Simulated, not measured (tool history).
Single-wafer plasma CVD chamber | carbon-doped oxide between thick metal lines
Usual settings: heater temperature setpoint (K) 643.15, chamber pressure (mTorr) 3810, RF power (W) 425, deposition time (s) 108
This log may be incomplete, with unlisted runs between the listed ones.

run,hour,heater temperature setpoint (K),chamber pressure (mTorr),RF power (W),deposition time (s),wafers since the last listed run,hours since the last thermocouple change,hours since the last RF generator calibration,hours since the last manometer calibration,hours since the showerhead was replaced,hours since the gauge calibration,"read-back reference wafer on the same gauge, thickness_nm",mean film thickness on the monitor wafer (Å)
1,0,643.15,3810,425,108,0,1472.1,1233.2,1882.9,6871.9,611.2,534.961,4382.36
2,34.9,643.15,3810,425,108,360,1507,1268.1,1917.8,6906.8,646.1,535.837,4435.67
3,86.8,643.15,3810,425,108,535,1558.9,1320,1969.7,6958.7,698,535.347,4375.22
4,189.3,643.15,3810,425,108,1058,1661.4,1422.5,2072.2,7061.2,800.5,535.798,4372.14
5,226.5,643.15,3050,380,108,383,1698.6,1459.7,2109.4,7098.4,837.7,535.218,3792.52
6,264.9,643.15,3050,380,108,396,1737,1498.1,2147.8,7136.8,876.1,534.611,3790.1
7,300.4,650.15,3810,425,108,366,1772.5,1533.6,2183.3,7172.3,911.6,535.465,4253.23
# hour 364.8: RF generator calibrated
8,365.3,650.15,3810,425,108,587,1837.4,0.5,2248.2,7237.2,976.5,534.403,4582.79
# hour 373.1: gauge calibrated
9,424.7,636.15,3810,425,108,613,1896.8,59.9,2307.6,7296.6,51.6,534.649,4677.78
# hour 484.4: capacitance manometer re-zeroed and calibrated
10,494.6,643.15,3810,425,108,638,1966.7,129.8,10.2,7366.5,121.5,534.938,4596
# hour 512.5: thermocouple changed; heater temperature recalibrated
# hour 522.5: showerhead replaced
11,562.5,656.15,3810,460,98,535,50,197.7,78.1,40,189.4,535.175,4364.57
12,590,632.15,3810,500,108,283,77.5,225.2,105.6,67.5,216.9,535.638,5391.84
13,637.9,628.15,4470,350,108,494,125.4,273.1,153.5,115.4,264.8,535.527,3934.63
14,672.6,643.15,3810,505,97,358,160.1,307.8,188.2,150.1,299.5,534.953,4736.85
15,717.3,643.15,3810,425,108,461,204.8,352.5,232.9,194.8,344.2,534.985,4581.41
16,779.1,651.15,2950,425,101,637,266.6,414.3,294.7,256.6,406,535.981,4067.28
17,843.9,643.15,3810,425,108,668,331.4,479.1,359.5,321.4,470.8,534.915,4562.25

List, for all runs, the conditions of the tool that the log does not record:
wafer temperature above the value expected at the setpoint (K): 0 on each run
true pressure above the setpoint (%): 0 on each run
gauge reads high (%): 0 on each run
H1: delivered RF power above the setpoint (%)
run,H1
1,-4.81
2,-4.92
3,-5.1
4,-5.44
5,-5.57
6,-5.7
7,-5.82
8,-0.0512
9,-0.251
10,-0.487
11,-0.716
12,-0.808
13,-0.97
14,-1.09
15,-1.24
16,-1.45
17,-1.66
